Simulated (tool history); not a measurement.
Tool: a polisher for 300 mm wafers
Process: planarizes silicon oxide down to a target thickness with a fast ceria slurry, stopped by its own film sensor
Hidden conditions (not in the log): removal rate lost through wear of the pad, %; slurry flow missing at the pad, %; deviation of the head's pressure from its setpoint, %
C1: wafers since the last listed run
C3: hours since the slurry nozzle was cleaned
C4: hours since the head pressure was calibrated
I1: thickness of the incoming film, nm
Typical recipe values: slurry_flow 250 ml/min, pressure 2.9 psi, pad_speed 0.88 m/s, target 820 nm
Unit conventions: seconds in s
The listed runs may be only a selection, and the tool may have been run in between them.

{"run": 1, "hour": 0.0, "slurry_flow": 250, "pressure": 2.9, "pad_speed": 0.88, "target": 820, "C1": 0, "wafers polished on this pad": 95, "C3": 61.2, "C4": 112.9, "I1": 1619.5, "seconds": 60.6}
{"run": 2, "hour": 101.6, "slurry_flow": 250, "pressure": 2.9, "pad_speed": 0.88, "target": 820, "C1": 792, "wafers polished on this pad": 887, "C3": 162.8, "C4": 214.5, "I1": 1617.2, "seconds": 58.4}
{"hour": 194.9, "done": "slurry nozzle cleaned"}
{"run": 3, "hour": 208.6, "slurry_flow": 250, "pressure": 2.9, "pad_speed": 0.88, "target": 820, "C1": 826, "wafers polished on this pad": 1714, "C3": 13.7, "C4": 321.5, "I1": 1604.8, "seconds": 59.4}
{"hour": 214.7, "done": "worn pad replaced by a new one"}
{"run": 4, "hour": 307.6, "slurry_flow": 300, "pressure": 2.9, "pad_speed": 1.08, "target": 820, "C1": 741, "wafers polished on this pad": 725, "C3": 112.7, "C4": 420.5, "I1": 1612.8, "seconds": 47.2}
{"run": 5, "hour": 395.3, "slurry_flow": 300, "pressure": 2.9, "pad_speed": 1.08, "target": 820, "C1": 684, "wafers polished on this pad": 1409, "C3": 200.4, "C4": 508.2, "I1": 1632.3, "seconds": 47.6}
{"hour": 432.7, "done": "worn pad replaced by a new one"}
{"run": 6, "hour": 433.2, "slurry_flow": 300, "pressure": 2.9, "pad_speed": 1.08, "target": 820, "C1": 264, "wafers polished on this pad": 4, "C3": 238.3, "C4": 546.1, "I1": 1602.3, "seconds": 46.4}
{"run": 7, "hour": 484.9, "slurry_flow": 250, "pressure": 2.9, "pad_speed": 0.76, "target": 820, "C1": 403, "wafers polished on this pad": 407, "C3": 290, "C4": 597.8, "I1": 1653.3, "seconds": 72.1}
{"hour": 495.4, "done": "slurry nozzle cleaned"}
{"hour": 536.6, "done": "head pressure recalibrated"}
{"run": 8, "hour": 561.3, "slurry_flow": 250, "pressure": 3.5, "pad_speed": 0.88, "target": 539, "C1": 572, "wafers polished on this pad": 980, "C3": 65.9, "C4": 24.7, "I1": 1643.3, "seconds": 67.5}
{"hour": 672.8, "done": "worn pad replaced by a new one"}
{"hour": 767.5, "done": "slurry nozzle cleaned"}
{"run": 9, "hour": 777.4, "slurry_flow": 250, "pressure": 2.9, "pad_speed": 0.98, "target": 820, "C1": 1646, "wafers polished on this pad": 808, "C3": 9.9, "C4": 240.8, "I1": 1625.6, "seconds": 53.1}
{"run": 10, "hour": 834.4, "slurry_flow": 250, "pressure": 3.3, "pad_speed": 0.74, "target": 820, "C1": 444, "wafers polished on this pad": 1253, "C3": 66.9, "C4": 297.8, "I1": 1622, "seconds": 61.7}
{"hour": 876.8, "done": "worn pad replaced by a new one"}
{"run": 11, "hour": 922.9, "slurry_flow": 250, "pressure": 2.9, "pad_speed": 0.88, "target": 820, "C1": 659, "wafers polished on this pad": 359, "C3": 155.4, "C4": 386.3, "I1": 1602.4, "seconds": 57.9}
{"hour": 1015.0, "done": "slurry nozzle cleaned"}
{"run": 12, "hour": 1015.4, "slurry_flow": 250, "pressure": 3.2, "pad_speed": 0.8, "target": 820, "C1": 713, "wafers polished on this pad": 1073, "C3": 0.4, "C4": 478.8, "I1": 1651.6, "seconds": 60.7}
{"run": 13, "hour": 1070.8, "slurry_flow": 250, "pressure": 2.9, "pad_speed": 0.88, "target": 820, "C1": 432, "wafers polished on this pad": 1505, "C3": 55.8, "C4": 534.2, "I1": 1615.2, "seconds": 58.5}
{"hour": 1086.4, "done": "head pressure recalibrated"}
{"run": 14, "hour": 1111.5, "slurry_flow": 170, "pressure": 2.9, "pad_speed": 0.68, "target": 626, "C1": 301, "wafers polished on this pad": 1807, "C3": 96.5, "C4": 25.1, "I1": 1667.5, "seconds": 107}
{"hour": 1127.5, "done": "worn pad replaced by a new one"}
{"run": 15, "hour": 1168.7, "slurry_flow": 250, "pressure": 2.9, "pad_speed": 0.62, "target": 985, "C1": 415, "wafers polished on this pad": 321, "C3": 153.7, "C4": 82.3, "I1": 1625.5, "seconds": 68.2}

Run-by-run hidden state of the tool:
removal rate lost through wear of the pad, %: 0, the same for each run
slurry flow missing at the pad, %: 0, the same for each run
deviation of the head's pressure from its setpoint, %: 0, the same for each run
